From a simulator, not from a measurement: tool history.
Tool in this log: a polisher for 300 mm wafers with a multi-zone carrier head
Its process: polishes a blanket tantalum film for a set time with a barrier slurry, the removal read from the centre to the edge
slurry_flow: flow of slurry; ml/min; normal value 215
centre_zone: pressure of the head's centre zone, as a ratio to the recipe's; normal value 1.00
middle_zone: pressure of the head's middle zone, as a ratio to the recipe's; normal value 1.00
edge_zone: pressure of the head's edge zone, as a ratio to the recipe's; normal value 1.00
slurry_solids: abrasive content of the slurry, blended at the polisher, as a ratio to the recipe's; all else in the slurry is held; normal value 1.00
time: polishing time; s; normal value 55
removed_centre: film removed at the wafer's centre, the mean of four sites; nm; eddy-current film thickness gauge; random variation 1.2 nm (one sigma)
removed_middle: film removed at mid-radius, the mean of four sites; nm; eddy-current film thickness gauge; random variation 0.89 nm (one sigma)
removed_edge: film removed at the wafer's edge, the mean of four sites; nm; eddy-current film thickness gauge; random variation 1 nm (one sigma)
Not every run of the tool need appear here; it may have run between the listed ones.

run   hour  slurry_flow  centre_zone  middle_zone  edge_zone  slurry_solids  time  incoming thickness of the incoming film, nm  removed_centre  removed_middle  removed_edge
  1    0.0          215         1.00         1.00       1.00           1.00    55                                        312.9           109.1           104.6         103.6
  2   26.6          215         1.00         1.00       1.00           1.00    55                                        314.5           107.7           104.0         102.0
  3   43.8          215         1.00         1.00       1.00           1.00    55                                        305.5           109.0           101.7         102.6
      51.2  -- edge zone pressure recalibrated
  4   77.1          215         1.00         1.00       1.00           1.00    55                                        317.1           106.8           105.7         102.7
     111.4  -- worn pad replaced by a new one
  5  161.8          215         1.00         1.00       1.00           1.00    55                                        307.0           108.6           103.0         103.5
  6  190.2          215         1.00         1.00       1.00           1.00    55                                        310.7           106.8           103.5         101.2
  7  218.5          215         1.00         1.00       1.00           1.00    55                                        306.5           111.0           103.6         103.0
     227.6  -- worn pad replaced by a new one
  8  243.2          175         1.00         1.00       1.00           1.00    55                                        311.8           106.9           103.3          98.9
  9  259.3          175         1.00         1.00       1.00           1.00    55                                        309.4           105.4           100.3         101.3
     289.5  -- carrier head's membrane replaced by a new one
 10  290.0          215         1.00         1.04       1.00           1.00    55                                        309.1           108.9           106.0          99.7
     300.6  -- centre zone pressure recalibrated
 11  316.4          215         1.05         0.93       1.00           1.00    55                                        312.4           109.8            97.6         102.9
     327.9  -- worn pad replaced by a new one
     332.2  -- edge zone pressure recalibrated
 12  337.4          165         1.00         0.97       1.00           1.25    55                                        308.5           104.9           103.4         103.6
     363.3  -- slurry nozzle cleaned
 13  363.8          215         1.00         1.00       1.00           1.00    55                                        308.0           102.8           102.5         102.6
 14  390.1          275         0.94         1.03       1.00           1.00    39                                        313.9            74.0            77.2          74.3
 15  411.6          235         1.00         1.00       0.94           1.10    47                                        306.8            94.3            91.2          87.6
 16  428.2          175         1.00         1.00       1.00           1.00    55                                        313.1           103.1           101.7          99.6
     450.1  -- worn pad replaced by a new one
 17  450.6          240         1.12         1.00       1.00           1.00    55                                        314.1           121.2           103.3         102.2
 18  468.2          190         1.00         1.00       1.00           1.00    55                                        310.0           107.1           101.9         100.0
 19  483.6          215         1.00         1.00       1.00           1.00    55                                        310.4           108.6           105.1         103.0
 20  512.6          215         1.00         1.00       1.00           1.00    62                                        310.8           121.4           116.8         114.7

Predict each of these 5 candidate next runs independently; none follows another, all start after run 20:
  A  513.0          250         1.00         1.00       1.00           1.00    55                                        310.3               ?               ?             ?
  B  513.0          185         1.10         1.00       1.04           1.00    62                                        310.3               ?               ?             ?
  C  513.0          260         1.00         1.00       1.00           1.00    67                                        310.3               ?               ?             ?
  D  513.0          215         0.89         1.00       0.92           0.80    55                                        310.3               ?               ?             ?
  E  513.0          215         0.89         1.00       1.00           1.00    55                                        310.3               ?               ?             ?

run  removed_centre  removed_middle  removed_edge
  A           112.1           107.7         105.9
  B           133.6           117.2         118.5
  C           137.1           131.8         129.4
  D            93.3           101.0          95.8
  E            97.9           106.0         104.6
The same runs, with their run-to-run variation unchanged, on a tool lacking any hidden condition would have given:
run  removed_centre  removed_middle  removed_edge
  A           104.2           107.8         105.9
  B           124.2           117.2         118.5
  C           127.5           131.8         129.4
  D            86.7           101.1          95.8
  E            90.9           106.1         104.6
